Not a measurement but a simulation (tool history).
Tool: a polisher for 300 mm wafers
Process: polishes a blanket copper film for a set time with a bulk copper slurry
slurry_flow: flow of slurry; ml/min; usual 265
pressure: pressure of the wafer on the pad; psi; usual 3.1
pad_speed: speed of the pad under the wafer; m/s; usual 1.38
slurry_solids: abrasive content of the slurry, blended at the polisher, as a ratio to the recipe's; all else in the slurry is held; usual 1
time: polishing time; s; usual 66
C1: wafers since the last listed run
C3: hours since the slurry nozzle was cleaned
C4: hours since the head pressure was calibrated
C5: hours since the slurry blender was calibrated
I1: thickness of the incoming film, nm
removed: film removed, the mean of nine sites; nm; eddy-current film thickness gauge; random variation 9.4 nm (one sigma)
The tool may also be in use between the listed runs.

{"run": 1, "hour": 0.0, "slurry_flow": 265, "pressure": 3.1, "pad_speed": 1.38, "slurry_solids": 1, "time": 66, "C1": 0, "wafers polished on this pad": 529, "C3": 398.1, "C4": 338.4, "C5": 51.7, "I1": 4595.8, "removed": 741}
{"run": 2, "hour": 39.2, "slurry_flow": 265, "pressure": 3.1, "pad_speed": 1.38, "slurry_solids": 1, "time": 66, "C1": 380, "wafers polished on this pad": 909, "C3": 437.3, "C4": 377.6, "C5": 90.9, "I1": 4452.6, "removed": 730.7}
{"run": 3, "hour": 80.6, "slurry_flow": 265, "pressure": 3.1, "pad_speed": 1.38, "slurry_solids": 1, "time": 66, "C1": 401, "wafers polished on this pad": 1311, "C3": 478.7, "C4": 419, "C5": 132.3, "I1": 4519.3, "removed": 745.3}
{"run": 4, "hour": 121.8, "slurry_flow": 265, "pressure": 3.1, "pad_speed": 1.38, "slurry_solids": 1, "time": 66, "C1": 399, "wafers polished on this pad": 1710, "C3": 519.9, "C4": 460.2, "C5": 173.5, "I1": 4508.7, "removed": 752.9}
{"run": 5, "hour": 183.9, "slurry_flow": 265, "pressure": 3.1, "pad_speed": 1.38, "slurry_solids": 1, "time": 66, "C1": 602, "wafers polished on this pad": 2313, "C3": 582, "C4": 522.3, "C5": 235.6, "I1": 4486.3, "removed": 732.3}
{"run": 6, "hour": 248.0, "slurry_flow": 265, "pressure": 3.1, "pad_speed": 1.38, "slurry_solids": 1, "time": 66, "C1": 621, "wafers polished on this pad": 2934, "C3": 646.1, "C4": 586.4, "C5": 299.7, "I1": 4590, "removed": 721.6}
{"hour": 276.2, "done": "slurry nozzle cleaned"}
{"run": 7, "hour": 278.1, "slurry_flow": 265, "pressure": 2.6, "pad_speed": 1.38, "slurry_solids": 1.15, "time": 66, "C1": 282, "wafers polished on this pad": 3216, "C3": 1.9, "C4": 616.5, "C5": 329.8, "I1": 4480.4, "removed": 638}
{"run": 8, "hour": 323.9, "slurry_flow": 265, "pressure": 3.1, "pad_speed": 1.38, "slurry_solids": 1, "time": 54, "C1": 444, "wafers polished on this pad": 3661, "C3": 47.7, "C4": 662.3, "C5": 375.6, "I1": 4480.8, "removed": 602.4}
{"run": 9, "hour": 364.6, "slurry_flow": 210, "pressure": 4.1, "pad_speed": 1.66, "slurry_solids": 1, "time": 82, "C1": 394, "wafers polished on this pad": 4055, "C3": 88.4, "C4": 703, "C5": 416.3, "I1": 4555.1, "removed": 1431.7}
{"hour": 408.4, "done": "worn pad replaced by a new one"}
{"run": 10, "hour": 415.0, "slurry_flow": 175, "pressure": 2.4, "pad_speed": 1.38, "slurry_solids": 1, "time": 83, "C1": 449, "wafers polished on this pad": 63, "C3": 138.8, "C4": 753.4, "C5": 466.7, "I1": 4510.4, "removed": 692.8}
{"hour": 447.5, "done": "slurry blender recalibrated"}
{"run": 11, "hour": 479.7, "slurry_flow": 265, "pressure": 3.1, "pad_speed": 1.6, "slurry_solids": 1, "time": 84, "C1": 608, "wafers polished on this pad": 671, "C3": 203.5, "C4": 818.1, "C5": 32.2, "I1": 4581, "removed": 1093.9}
{"run": 12, "hour": 525.1, "slurry_flow": 235, "pressure": 3.1, "pad_speed": 1.04, "slurry_solids": 1.3, "time": 66, "C1": 440, "wafers polished on this pad": 1112, "C3": 248.9, "C4": 863.5, "C5": 77.6, "I1": 4612.4, "removed": 565.7}
{"run": 13, "hour": 550.8, "slurry_flow": 265, "pressure": 3.1, "pad_speed": 1.38, "slurry_solids": 1, "time": 66, "C1": 249, "wafers polished on this pad": 1361, "C3": 274.6, "C4": 889.2, "C5": 103.3, "I1": 4522.4, "removed": 732}
{"run": 14, "hour": 593.9, "slurry_flow": 265, "pressure": 3.1, "pad_speed": 1.38, "slurry_solids": 1, "time": 89, "C1": 417, "wafers polished on this pad": 1779, "C3": 317.7, "C4": 932.3, "C5": 146.4, "I1": 4547.7, "removed": 1003}
{"run": 15, "hour": 645.6, "slurry_flow": 265, "pressure": 3.1, "pad_speed": 1.38, "slurry_solids": 1, "time": 50, "C1": 501, "wafers polished on this pad": 2280, "C3": 369.4, "C4": 984, "C5": 198.1, "I1": 4480.3, "removed": 564}
{"run": 16, "hour": 687.1, "slurry_flow": 300, "pressure": 3.1, "pad_speed": 1.38, "slurry_solids": 1, "time": 87, "C1": 402, "wafers polished on this pad": 2683, "C3": 410.9, "C4": 1025.5, "C5": 239.6, "I1": 4549.7, "removed": 995}
{"run": 17, "hour": 755.0, "slurry_flow": 265, "pressure": 3.1, "pad_speed": 1.38, "slurry_solids": 1, "time": 66, "C1": 658, "wafers polished on this pad": 3341, "C3": 478.8, "C4": 1093.4, "C5": 307.5, "I1": 4488.1, "removed": 748.8}
{"hour": 804.6, "done": "slurry nozzle cleaned"}
{"hour": 824.0, "done": "worn pad replaced by a new one"}
{"hour": 920.3, "done": "slurry blender recalibrated"}
{"run": 18, "hour": 932.2, "slurry_flow": 350, "pressure": 3.1, "pad_speed": 1.2, "slurry_solids": 1, "time": 66, "C1": 1650, "wafers polished on this pad": 1029, "C3": 127.6, "C4": 1270.6, "C5": 11.9, "I1": 4531.1, "removed": 670.7}
{"run": 19, "hour": 964.3, "slurry_flow": 265, "pressure": 2.5, "pad_speed": 1.38, "slurry_solids": 1, "time": 66, "C1": 311, "wafers polished on this pad": 1340, "C3": 159.7, "C4": 1302.7, "C5": 44, "I1": 4604.1, "removed": 599}
{"hour": 975.0, "done": "head pressure recalibrated"}
{"run": 20, "hour": 990.1, "slurry_flow": 305, "pressure": 2.4, "pad_speed": 1.84, "slurry_solids": 1, "time": 66, "C1": 230, "wafers polished on this pad": 1571, "C3": 185.5, "C4": 15.1, "C5": 69.8, "I1": 4519.3, "removed": 783.3}
{"run": 21, "hour": 1015.5, "slurry_flow": 265, "pressure": 3.1, "pad_speed": 0.92, "slurry_solids": 1, "time": 66, "C1": 246, "wafers polished on this pad": 1817, "C3": 210.9, "C4": 40.5, "C5": 95.2, "I1": 4579.5, "removed": 500.5}
{"run": 22, "hour": 1061.5, "slurry_flow": 265, "pressure": 2, "pad_speed": 1.38, "slurry_solids": 1, "time": 66, "C1": 446, "wafers polished on this pad": 2263, "C3": 256.9, "C4": 86.5, "C5": 141.2, "I1": 4523.5, "removed": 478.4}
{"run": 23, "hour": 1133.2, "slurry_flow": 265, "pressure": 3.1, "pad_speed": 1.66, "slurry_solids": 1, "time": 52, "C1": 695, "wafers polished on this pad": 2959, "C3": 328.6, "C4": 158.2, "C5": 212.9, "I1": 4459.8, "removed": 708.4}
{"run": 24, "hour": 1195.4, "slurry_flow": 265, "pressure": 3.1, "pad_speed": 1.56, "slurry_solids": 1.1, "time": 46, "C1": 603, "wafers polished on this pad": 3562, "C3": 390.8, "C4": 220.4, "C5": 275.1, "I1": 4506.6, "removed": 601.8}
{"run": 25, "hour": 1230.7, "slurry_flow": 295, "pressure": 3.1, "pad_speed": 1.38, "slurry_solids": 1.15, "time": 66, "C1": 342, "wafers polished on this pad": 3904, "C3": 426.1, "C4": 255.7, "C5": 310.4, "I1": 4600.3, "removed": 772}
{"run": 26, "hour": 1270.9, "slurry_flow": 265, "pressure": 3.1, "pad_speed": 1.38, "slurry_solids": 1, "time": 66, "C1": 389, "wafers polished on this pad": 4294, "C3": 466.3, "C4": 295.9, "C5": 350.6, "I1": 4560.6, "removed": 726.6}
{"run": 27, "hour": 1332.8, "slurry_flow": 265, "pressure": 3.1, "pad_speed": 1.74, "slurry_solids": 1.15, "time": 66, "C1": 600, "wafers polished on this pad": 4895, "C3": 528.2, "C4": 357.8, "C5": 412.5, "I1": 4621.1, "removed": 938.2}
{"hour": 1371.5, "done": "worn pad replaced by a new one"}
{"hour": 1386.2, "done": "slurry nozzle cleaned"}
{"hour": 1440.5, "done": "slurry blender recalibrated"}
{"run": 28, "hour": 1524.0, "slurry_flow": 185, "pressure": 3.1, "pad_speed": 1.38, "slurry_solids": 0.9, "time": 44, "C1": 1786, "wafers polished on this pad": 1450, "C3": 137.8, "C4": 549, "C5": 83.5, "I1": 4574.2, "removed": 468.4}
{"run": 29, "hour": 1561.3, "slurry_flow": 305, "pressure": 3.1, "pad_speed": 1.78, "slurry_solids": 0.75, "time": 66, "C1": 361, "wafers polished on this pad": 1811, "C3": 175.1, "C4": 586.3, "C5": 120.8, "I1": 4604.2, "removed": 927}

How the hidden state differs across the entries between the runs, from the last listed run before each to the first after it:
Between runs 6 and 7: slurry nozzle cleaned (hour 276.2)
  no hidden state differs between the two runs
Between runs 9 and 10: worn pad replaced by a new one (hour 408.4)
  no hidden state differs between the two runs
Between runs 10 and 11: slurry blender recalibrated (hour 447.5)
  no hidden state differs between the two runs
Between runs 17 and 18: slurry nozzle cleaned (hour 804.6); worn pad replaced by a new one (hour 824); slurry blender recalibrated (hour 920.3)
  no hidden state differs between the two runs
Between runs 19 and 20: head pressure recalibrated (hour 975)
  no hidden state differs between the two runs
Between runs 27 and 28: worn pad replaced by a new one (hour 1371.5); slurry nozzle cleaned (hour 1386.2); slurry blender recalibrated (hour 1440.5)
  no hidden state differs between the two runs

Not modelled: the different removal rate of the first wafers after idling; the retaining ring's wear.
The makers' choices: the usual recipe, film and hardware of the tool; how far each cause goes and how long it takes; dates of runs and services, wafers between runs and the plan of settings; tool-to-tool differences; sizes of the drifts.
